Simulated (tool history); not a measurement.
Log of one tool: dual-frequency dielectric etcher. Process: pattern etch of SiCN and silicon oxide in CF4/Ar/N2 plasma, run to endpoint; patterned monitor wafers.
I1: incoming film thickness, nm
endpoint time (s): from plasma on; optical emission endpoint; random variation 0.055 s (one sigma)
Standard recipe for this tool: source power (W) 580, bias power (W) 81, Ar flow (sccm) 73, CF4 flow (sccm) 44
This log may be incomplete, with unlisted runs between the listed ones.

Run 1, hour 0: usual settings but bias power (W) 65; I1 11.4. Result: endpoint time (s) 11.3.
Run 2, hour 34.4: usual settings but bias power (W) 65; I1 11.39. Result: endpoint time (s) 11.4.
Run 3, hour 55.3: usual settings but bias power (W) 65; I1 11.36. Result: endpoint time (s) 11.2.
Run 4, hour 78.3: usual settings but Ar flow (sccm) 83; I1 11.38. Result: endpoint time (s) 10.9.
Run 5, hour 162.5: usual settings; I1 11.46. Result: endpoint time (s) 10.8.
Run 6, hour 188.5: usual settings; I1 11.38. Result: endpoint time (s) 10.8.
Run 7, hour 217.4: usual settings; I1 11.48. Result: endpoint time (s) 10.9.
At hour 233.1: CF4 flow controller replaced.
Run 8, hour 264.9: usual settings but CF4 flow (sccm) 36; I1 11.43. Result: endpoint time (s) 11.2.
At hour 295: source power generator calibrated.
Run 9, hour 295.5: usual settings but CF4 flow (sccm) 36; I1 11.37. Result: endpoint time (s) 11.2.
At hour 328.2: wet clean of the chamber.
At hour 331: Ar flow controller replaced.
Run 10, hour 331.5: usual settings but CF4 flow (sccm) 36; I1 11.43. Result: endpoint time (s) 10.8.
Run 11, hour 350.2: usual settings but bias power (W) 63; I1 11.39. Result: endpoint time (s) 11.2.
At hour 369.3: bias power generator calibrated.
Run 12, hour 378.2: usual settings; I1 11.4. Result: endpoint time (s) 10.5.
Run 13, hour 413.3: usual settings but CF4 flow (sccm) 51; I1 11.45. Result: endpoint time (s) 10.5.
At hour 445.8: upper electrode replaced.
Run 14, hour 446.3: usual settings but Ar flow (sccm) 82, CF4 flow (sccm) 49; I1 11.46. Result: endpoint time (s) 10.6.
Run 15, hour 455.5: usual settings but source power (W) 510, Ar flow (sccm) 60; I1 11.43. Result: endpoint time (s) 11.3.
Run 16, hour 477.4: usual settings but Ar flow (sccm) 55; I1 11.42. Result: endpoint time (s) 10.4.
Run 17, hour 489.9: usual settings but CF4 flow (sccm) 35; I1 11.43. Result: endpoint time (s) 11.
Run 18, hour 512.3: usual settings; I1 11.41. Result: endpoint time (s) 10.6.
Run 19, hour 539.7: usual settings but CF4 flow (sccm) 49; I1 11.32. Result: endpoint time (s) 10.4.

Predict the results of run 20:
Run 20, hour 558.5: usual settings but CF4 flow (sccm) 38; I1 11.29. Result: endpoint time (s) ?.

endpoint time (s): 10.8
Were there no unlogged condition in the tool, this run, its random variation unchanged, would have produced endpoint time (s) 10.7.

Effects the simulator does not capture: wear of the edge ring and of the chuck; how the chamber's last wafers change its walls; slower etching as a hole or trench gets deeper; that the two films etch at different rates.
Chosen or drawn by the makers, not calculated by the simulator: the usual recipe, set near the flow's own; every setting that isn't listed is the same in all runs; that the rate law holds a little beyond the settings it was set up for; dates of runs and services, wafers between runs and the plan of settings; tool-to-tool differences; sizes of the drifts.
